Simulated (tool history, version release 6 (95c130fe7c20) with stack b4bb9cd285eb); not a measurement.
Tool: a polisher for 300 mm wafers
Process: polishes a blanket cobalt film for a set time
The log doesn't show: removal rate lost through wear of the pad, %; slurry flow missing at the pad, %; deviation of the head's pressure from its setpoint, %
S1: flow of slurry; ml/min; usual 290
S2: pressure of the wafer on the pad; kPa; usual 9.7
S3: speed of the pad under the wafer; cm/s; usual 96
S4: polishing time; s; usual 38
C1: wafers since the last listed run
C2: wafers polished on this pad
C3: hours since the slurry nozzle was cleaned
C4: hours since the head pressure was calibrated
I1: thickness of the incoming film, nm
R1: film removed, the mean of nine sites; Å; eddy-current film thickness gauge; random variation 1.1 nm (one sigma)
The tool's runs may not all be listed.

Run 1, hour 0: usual settings but S4 30 s; C1 0; C2 7970; C3 682.8; C4 140.9; I1 904.9. Result: R1 997 Å.
At hour 35.5: worn pad replaced by a new one.
Run 2, hour 60.1: usual settings; C1 722; C2 316; C3 742.9; C4 201; I1 910.9. Result: R1 1347 Å.
At hour 146.4: slurry nozzle cleaned.
Run 3, hour 165.3: usual settings; C1 1341; C2 1658; C3 18.9; C4 306.2; I1 922.5. Result: R1 1362 Å.
Run 4, hour 260.5: usual settings; C1 1225; C2 2883; C3 114.1; C4 401.4; I1 929.5. Result: R1 1340 Å.
Run 5, hour 344: usual settings; C1 1074; C2 3958; C3 197.6; C4 484.9; I1 933.2. Result: R1 1337 Å.
Run 6, hour 444.9: usual settings; C1 1298; C2 5257; C3 298.5; C4 585.8; I1 915.3. Result: R1 1318 Å.
Run 7, hour 643: usual settings but S4 29 s; C1 2550; C2 7807; C3 496.6; C4 783.9; I1 914.6. Result: R1 959 Å.
At hour 684.7: worn pad replaced by a new one.
Run 8, hour 685.2: usual settings; C1 491; C2 6; C3 538.8; C4 826.1; I1 921. Result: R1 1336 Å.
At hour 713: head pressure recalibrated.
Run 9, hour 775.3: usual settings; C1 1134; C2 1140; C3 628.9; C4 62.3; I1 931.3. Result: R1 1367 Å.
Run 10, hour 822.9: usual settings; C1 612; C2 1753; C3 676.5; C4 109.9; I1 918.5. Result: R1 1362 Å.
At hour 838.4: slurry nozzle cleaned.
Run 11, hour 872.5: usual settings; C1 625; C2 2379; C3 34.1; C4 159.5; I1 912.4. Result: R1 1364 Å.
Run 12, hour 923.5: usual settings but S2 10.3 kPa, S3 82 cm/s; C1 656; C2 3035; C3 85.1; C4 210.5; I1 916.5. Result: R1 1273 Å.
Run 13, hour 1004.9: usual settings but S2 10.3 kPa, S3 82 cm/s; C1 1047; C2 4083; C3 166.5; C4 291.9; I1 914.6. Result: R1 1277 Å.
Run 14, hour 1084.1: usual settings; C1 1019; C2 5103; C3 245.7; C4 371.1; I1 920.5. Result: R1 1320 Å.
Run 15, hour 1148.3: usual settings; C1 826; C2 5929; C3 309.9; C4 435.3; I1 934.4. Result: R1 1319 Å.
Run 16, hour 1241.8: usual settings but S3 128 cm/s; C1 1203; C2 7133; C3 403.4; C4 528.8; I1 904.3. Result: R1 1585 Å.
Run 17, hour 1282.4: usual settings but S1 225 ml/min, S2 11.7 kPa, S3 106 cm/s, S4 28 s; C1 522; C2 7656; C3 444; C4 569.4; I1 916.7. Result: R1 1194 Å.
Run 18, hour 1332.4: usual settings but S4 27 s; C1 643; C2 8299; C3 494; C4 619.4; I1 923.8. Result: R1 897 Å.
At hour 1409.9: worn pad replaced by a new one.
At hour 1439.1: head pressure recalibrated.
Run 19, hour 1455: usual settings but S1 350 ml/min, S4 41 s; C1 1501; C2 554; C3 616.6; C4 15.9; I1 934. Result: R1 1492 Å.
At hour 1487.3: slurry nozzle cleaned.
Run 20, hour 1746.8: usual settings but S1 350 ml/min, S4 41 s; C1 3743; C2 4298; C3 259.5; C4 307.7; I1 923.8. Result: R1 1462 Å.
Run 21, hour 1834.2: usual settings but S2 7.6 kPa; C1 1125; C2 5423; C3 346.9; C4 395.1; I1 925.5. Result: R1 1060 Å.
Run 22, hour 1896.5: usual settings but S2 11.7 kPa, S3 62 cm/s; C1 802; C2 6225; C3 409.2; C4 457.4; I1 920. Result: R1 1156 Å.
Run 23, hour 1965.8: usual settings but S1 365 ml/min, S4 34 s; C1 892; C2 7117; C3 478.5; C4 526.7; I1 922.9. Result: R1 1188 Å.
Run 24, hour 2019.8: usual settings but S2 11 kPa, S3 78 cm/s, S4 27 s; C1 695; C2 7812; C3 532.5; C4 580.7; I1 923.3. Result: R1 897 Å.
Run 25, hour 2082.6: usual settings; C1 808; C2 8621; C3 595.3; C4 643.5; I1 929.8. Result: R1 1282 Å.
At hour 2122: slurry nozzle cleaned.
Run 26, hour 2146: usual settings but S2 6.9 kPa, S3 82 cm/s; C1 803; C2 9424; C3 24; C4 706.9; I1 913. Result: R1 833 Å.
At hour 2170.9: worn pad replaced by a new one.
Run 27, hour 2232: usual settings but S1 190 ml/min, S3 106 cm/s; C1 1055; C2 786; C3 110; C4 792.9; I1 929.1. Result: R1 1410 Å.
At hour 2245.1: head pressure recalibrated.
Run 28, hour 2462.2: usual settings; C1 2937; C2 3724; C3 340.2; C4 217.1; I1 901.8. Result: R1 1337 Å.
Run 29, hour 2509: usual settings but S1 190 ml/min; C1 602; C2 4326; C3 387; C4 263.9; I1 928.1. Result: R1 1295 Å.
Run 30, hour 2616.4: usual settings but S1 365 ml/min, S2 13.1 kPa, S3 64 cm/s, S4 25 s; C1 1382; C2 5709; C3 494.4; C4 371.3; I1 926.4. Result: R1 873 Å.
At hour 2840.7: worn pad replaced by a new one.
Run 31, hour 2877.5: usual settings but S3 118 cm/s, S4 33 s; C1 3309; C2 473; C3 755.5; C4 632.4; I1 915.4. Result: R1 1373 Å.
At hour 2908.1: head pressure recalibrated.
At hour 2913.5: slurry nozzle cleaned.
Run 32, hour 2969.3: usual settings but S2 9 kPa, S4 43 s; C1 1143; C2 1616; C3 55.8; C4 61.2; I1 922.3. Result: R1 1430 Å.
Run 33, hour 3016.3: usual settings but S1 215 ml/min, S2 11.7 kPa, S3 82 cm/s, S4 49 s; C1 605; C2 2221; C3 102.8; C4 108.2; I1 916.6. Result: R1 1830 Å.
Run 34, hour 3083.5: usual settings but S1 380 ml/min; C1 865; C2 3086; C3 170; C4 175.4; I1 910.6. Result: R1 1366 Å.
Run 35, hour 3138.2: usual settings but S1 230 ml/min, S4 33 s; C1 704; C2 3790; C3 224.7; C4 230.1; I1 918.8. Result: R1 1138 Å.
Run 36, hour 3190.1: usual settings but S2 12.4 kPa, S4 34 s; C1 668; C2 4459; C3 276.6; C4 282; I1 929.1. Result: R1 1515 Å.
Run 37, hour 3231: usual settings; C1 526; C2 4985; C3 317.5; C4 322.9; I1 910. Result: R1 1315 Å.

Hidden state at the last listed run before each entry between runs and at the first one after, where it differs:
Between runs 1 and 2: worn pad replaced by a new one (hour 35.5)
  removal rate lost through wear of the pad, %: 6.79 -> 1.03
  measured less the result without the state, R1: -72 -> -14 Å
Between runs 2 and 3: slurry nozzle cleaned (hour 146.4)
  removal rate lost through wear of the pad, %: 1.03 -> 1.29
  measured less the result without the state, R1: -14 -> -17 Å
Between runs 7 and 8: worn pad replaced by a new one (hour 684.7)
  removal rate lost through wear of the pad, %: 6.9 -> 0.329
  measured less the result without the state, R1: -71 -> -5 Å
Between runs 8 and 9: head pressure recalibrated (hour 713)
  removal rate lost through wear of the pad, %: 0.329 -> 0.46
  measured less the result without the state, R1: -5 -> -6 Å
Between runs 10 and 11: slurry nozzle cleaned (hour 838.4)
  removal rate lost through wear of the pad, %: 0.633 -> 0.891
  measured less the result without the state, R1: -8 -> -12 Å
Between runs 18 and 19: worn pad replaced by a new one (hour 1409.9); head pressure recalibrated (hour 1439.1)
  removal rate lost through wear of the pad, %: 7.02 -> 0.214
  measured less the result without the state, R1: -67 -> -3 Å
Between runs 19 and 20: slurry nozzle cleaned (hour 1487.3)
  removal rate lost through wear of the pad, %: 0.214 -> 1.99
  measured less the result without the state, R1: -3 -> -30 Å
Between runs 25 and 26: slurry nozzle cleaned (hour 2122)
  removal rate lost through wear of the pad, %: 7.4 -> 8.82
  measured less the result without the state, R1: -102 -> -81 Å
Between runs 26 and 27: worn pad replaced by a new one (hour 2170.9)
  removal rate lost through wear of the pad, %: 8.82 -> 0.912
  measured less the result without the state, R1: -81 -> -13 Å
Between runs 27 and 28: head pressure recalibrated (hour 2245.1)
  removal rate lost through wear of the pad, %: 0.912 -> 2.21
  measured less the result without the state, R1: -13 -> -30 Å
Between runs 30 and 31: worn pad replaced by a new one (hour 2840.7)
  removal rate lost through wear of the pad, %: 4.02 -> 0.143
  measured less the result without the state, R1: -36 -> -2 Å
Between runs 31 and 32: head pressure recalibrated (hour 2908.1); slurry nozzle cleaned (hour 2913.5)
  removal rate lost through wear of the pad, %: 0.143 -> 0.385
  measured less the result without the state, R1: -2 -> -6 Å
